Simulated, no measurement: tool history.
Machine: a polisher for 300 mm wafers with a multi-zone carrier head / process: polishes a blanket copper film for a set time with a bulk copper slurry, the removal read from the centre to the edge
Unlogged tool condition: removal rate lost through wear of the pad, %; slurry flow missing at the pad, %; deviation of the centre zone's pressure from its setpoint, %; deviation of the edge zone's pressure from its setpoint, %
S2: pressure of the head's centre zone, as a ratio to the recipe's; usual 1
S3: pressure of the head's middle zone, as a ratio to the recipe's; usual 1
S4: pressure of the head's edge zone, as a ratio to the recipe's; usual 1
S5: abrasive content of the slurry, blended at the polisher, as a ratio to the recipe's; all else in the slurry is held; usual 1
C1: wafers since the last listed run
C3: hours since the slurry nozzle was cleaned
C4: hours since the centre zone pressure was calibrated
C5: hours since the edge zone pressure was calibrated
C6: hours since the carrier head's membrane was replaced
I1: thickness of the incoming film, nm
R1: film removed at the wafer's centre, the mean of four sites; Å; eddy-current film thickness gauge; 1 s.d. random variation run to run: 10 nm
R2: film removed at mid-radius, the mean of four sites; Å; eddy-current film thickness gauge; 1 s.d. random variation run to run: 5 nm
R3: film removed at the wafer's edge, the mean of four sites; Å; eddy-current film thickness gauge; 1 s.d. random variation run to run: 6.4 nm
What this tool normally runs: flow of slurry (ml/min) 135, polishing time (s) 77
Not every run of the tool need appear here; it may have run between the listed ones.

Run 1, day 0: usual settings; C1 0; wafers polished on this pad 101; C3 605.7; C4 608.2; C5 906.3; C6 2071.7; I1 4000.4. Result: R1 7457 Å, R2 7260 Å, R3 7323 Å.
Run 2, day 0.508: usual settings; C1 120; wafers polished on this pad 222; C3 617.9; C4 620.4; C5 918.5; C6 2083.9; I1 4084.2. Result: R1 7246 Å, R2 7233 Å, R3 7150 Å.
Run 3, day 1.029: usual settings but S5 1.15; C1 123; wafers polished on this pad 346; C3 630.4; C4 632.9; C5 931; C6 2096.4; I1 4023.8. Result: R1 7366 Å, R2 7385 Å, R3 7337 Å.
Run 4, day 1.383: usual settings but S5 1.15; C1 84; wafers polished on this pad 430; C3 638.9; C4 641.4; C5 939.5; C6 2104.9; I1 3993.3. Result: R1 7324 Å, R2 7307 Å, R3 7344 Å.
Run 5, day 1.933: usual settings; C1 130; wafers polished on this pad 561; C3 652.1; C4 654.6; C5 952.7; C6 2118.1; I1 4015.5. Result: R1 7036 Å, R2 7008 Å, R3 6948 Å.
Run 6, day 2.646: usual settings; C1 169; wafers polished on this pad 731; C3 669.2; C4 671.7; C5 969.8; C6 2135.2; I1 4009.8. Result: R1 7016 Å, R2 6866 Å, R3 6873 Å.
Run 7, day 2.912: usual settings; C1 63; wafers polished on this pad 794; C3 675.6; C4 678.1; C5 976.2; C6 2141.6; I1 4034.4. Result: R1 6917 Å, R2 6832 Å, R3 6782 Å.
Run 8, day 3.45: usual settings; C1 127; wafers polished on this pad 922; C3 688.5; C4 691; C5 989.1; C6 2154.5; I1 4037.2. Result: R1 6832 Å, R2 6717 Å, R3 6680 Å.
Run 9, day 3.988: usual settings; C1 127; wafers polished on this pad 1050; C3 701.4; C4 703.9; C5 1002; C6 2167.4; I1 4061.9. Result: R1 6637 Å, R2 6657 Å, R3 6618 Å.
At day 4.288: worn pad replaced by a new one.
Run 10, day 4.633: usual settings but flow of slurry (ml/min) 155, S3 1.09; C1 114; wafers polished on this pad 82; C3 716.9; C4 719.4; C5 1017.5; C6 2182.9; I1 3963.5. Result: R1 7469 Å, R2 8070 Å, R3 7430 Å.
At day 4.8: slurry nozzle cleaned.
At day 5.262: carrier head's membrane replaced by a new one.
Run 11, day 5.283: usual settings; C1 95; wafers polished on this pad 177; C3 11.6; C4 735; C5 1033.1; C6 0.5; I1 4012. Result: R1 7180 Å, R2 7224 Å, R3 7206 Å.
At day 5.617: edge zone pressure recalibrated.
Run 12, day 5.796: usual settings but S3 0.94, S5 1.25; C1 102; wafers polished on this pad 279; C3 23.9; C4 747.3; C5 4.3; C6 12.8; I1 4005.9. Result: R1 7440 Å, R2 7120 Å, R3 7412 Å.
Run 13, day 6.046: usual settings but S4 1.03; C1 59; wafers polished on this pad 339; C3 29.9; C4 753.3; C5 10.3; C6 18.8; I1 4071.3. Result: R1 7163 Å, R2 6961 Å, R3 7125 Å.
Run 14, day 6.65: usual settings but flow of slurry (ml/min) 145, S5 1.15, polishing time (s) 60; C1 143; wafers polished on this pad 482; C3 44.4; C4 767.8; C5 24.8; C6 33.3; I1 4049.5. Result: R1 5694 Å, R2 5681 Å, R3 5552 Å.
At day 6.775: centre zone pressure recalibrated.
Run 15, day 7.271: usual settings but flow of slurry (ml/min) 170, S5 1.1, polishing time (s) 66; C1 127; wafers polished on this pad 610; C3 59.3; C4 11.9; C5 39.7; C6 48.2; I1 4033.6. Result: R1 6339 Å, R2 6188 Å, R3 6095 Å.

Run 16 is up next; what results do you expect?
Run 16, day 7.908: usual settings but S2 1.11, S3 0.9; C1 151; wafers polished on this pad 762; C3 74.6; C4 27.2; C5 55; C6 63.5; I1 4013.9. Result: R1 ?, R2 ?, R3 ?.

R1: 7549 Å
R2: 6201 Å
R3: 6695 Å
Had the tool carried no hidden state, the very same run would have given R1 8354 Å, R2 6862 Å, R3 7408 Å.

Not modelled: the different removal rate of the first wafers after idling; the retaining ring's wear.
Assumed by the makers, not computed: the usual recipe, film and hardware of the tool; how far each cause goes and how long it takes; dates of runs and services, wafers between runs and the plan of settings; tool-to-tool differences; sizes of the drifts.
